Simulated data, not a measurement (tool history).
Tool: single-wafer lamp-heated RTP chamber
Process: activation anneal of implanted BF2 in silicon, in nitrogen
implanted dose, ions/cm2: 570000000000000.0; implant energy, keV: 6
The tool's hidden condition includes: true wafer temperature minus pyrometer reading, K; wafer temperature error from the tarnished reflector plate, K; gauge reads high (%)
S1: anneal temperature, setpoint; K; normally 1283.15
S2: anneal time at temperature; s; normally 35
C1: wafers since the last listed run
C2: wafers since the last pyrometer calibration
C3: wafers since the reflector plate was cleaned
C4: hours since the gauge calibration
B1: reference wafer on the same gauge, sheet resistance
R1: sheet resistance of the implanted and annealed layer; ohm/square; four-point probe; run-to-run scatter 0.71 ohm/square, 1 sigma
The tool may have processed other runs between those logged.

run 1 hour=0 | S1=1283.15 S2=30 | C1=0 C2=2206 C3=873 C4=938.3 | B1=381.66 | R1=342.61
run 2 hour=83.7 | S1=1283.15 S2=30 | C1=1331 C2=3537 C3=2205 C4=1022 | B1=382.12 | R1=341.31
-- hour=117.9 pyrometer window cleaned and pyrometer calibrated
run 3 hour=139.8 | S1=1295.15 S2=35 | C1=765 C2=347 C3=2970 C4=1078.1 | B1=381.71 | R1=320.71
run 4 hour=217 | S1=1295.15 S2=35 | C1=1227 C2=1575 C3=4197 C4=1155.3 | B1=381.87 | R1=319.47
run 5 hour=288.2 | S1=1295.15 S2=35 | C1=1132 C2=2708 C3=5330 C4=1226.5 | B1=381.73 | R1=316.55
run 6 hour=332.8 | S1=1283.15 S2=35 | C1=709 C2=3417 C3=6039 C4=1271.1 | B1=381.74 | R1=335.82
-- hour=352.1 pyrometer window cleaned and pyrometer calibrated
run 7 hour=394.5 | S1=1283.15 S2=35 | C1=854 C2=673 C3=6893 C4=1332.8 | B1=381.84 | R1=339.14
-- hour=457.1 gauge calibrated
run 8 hour=464.5 | S1=1283.15 S2=35 | C1=1113 C2=1787 C3=8007 C4=7.4 | B1=382.08 | R1=337.9
run 9 hour=560.3 | S1=1257.15 S2=40 | C1=1523 C2=3310 C3=9530 C4=103.2 | B1=381.82 | R1=365.68
-- hour=621.8 pyrometer window cleaned and pyrometer calibrated
run 10 hour=657.6 | S1=1303.15 S2=25 | C1=1420 C2=569 C3=10950 C4=200.5 | B1=382.28 | R1=320.82
run 11 hour=750.2 | S1=1283.15 S2=46 | C1=1472 C2=2042 C3=12423 C4=293.1 | B1=382.14 | R1=324.82
run 12 hour=832.3 | S1=1272.15 S2=45 | C1=1305 C2=3348 C3=13729 C4=375.2 | B1=381.93 | R1=339.87
-- hour=851 pyrometer window cleaned and pyrometer calibrated
run 13 hour=932.7 | S1=1257.15 S2=22 | C1=1469 C2=1299 C3=15199 C4=475.6 | B1=381.98 | R1=402.64
run 14 hour=994.9 | S1=1310.15 S2=50 | C1=989 C2=2288 C3=16188 C4=537.8 | B1=381.86 | R1=269.11
-- hour=1003.2 reflector plate cleaned
run 15 hour=1043.4 | S1=1264.15 S2=35 | C1=644 C2=2933 C3=638 C4=586.3 | B1=382.09 | R1=359.85
-- hour=1075.8 pyrometer window cleaned and pyrometer calibrated
run 16 hour=1130.6 | S1=1264.15 S2=35 | C1=1259 C2=870 C3=1898 C4=673.5 | B1=381.84 | R1=363.4
run 17 hour=1270.4 | S1=1270.15 S2=54 | C1=2223 C2=3094 C3=4121 C4=813.3 | B1=381.78 | R1=334.36

Forecast each of these 3 alternatives for the next run:
run A hour=1270.8 | S1=1283.15 S2=22 | C1=6 C2=3100 C3=4128 C4=813.7 | B1=? | R1=?
run B hour=1270.8 | S1=1283.15 S2=48 | C1=6 C2=3100 C3=4128 C4=813.7 | B1=? | R1=?
run C hour=1270.8 | S1=1302.15 S2=45 | C1=6 C2=3100 C3=4128 C4=813.7 | B1=? | R1=?

run=A B1=381.74 R1=355.36
run=B B1=381.74 R1=320.86
run=C B1=381.74 R1=288.7
Take away the tool's hidden state, keep each run's random variation, and the runs would have read:
run=A R1=359.29
run=B R1=325.46
run=C R1=294.89
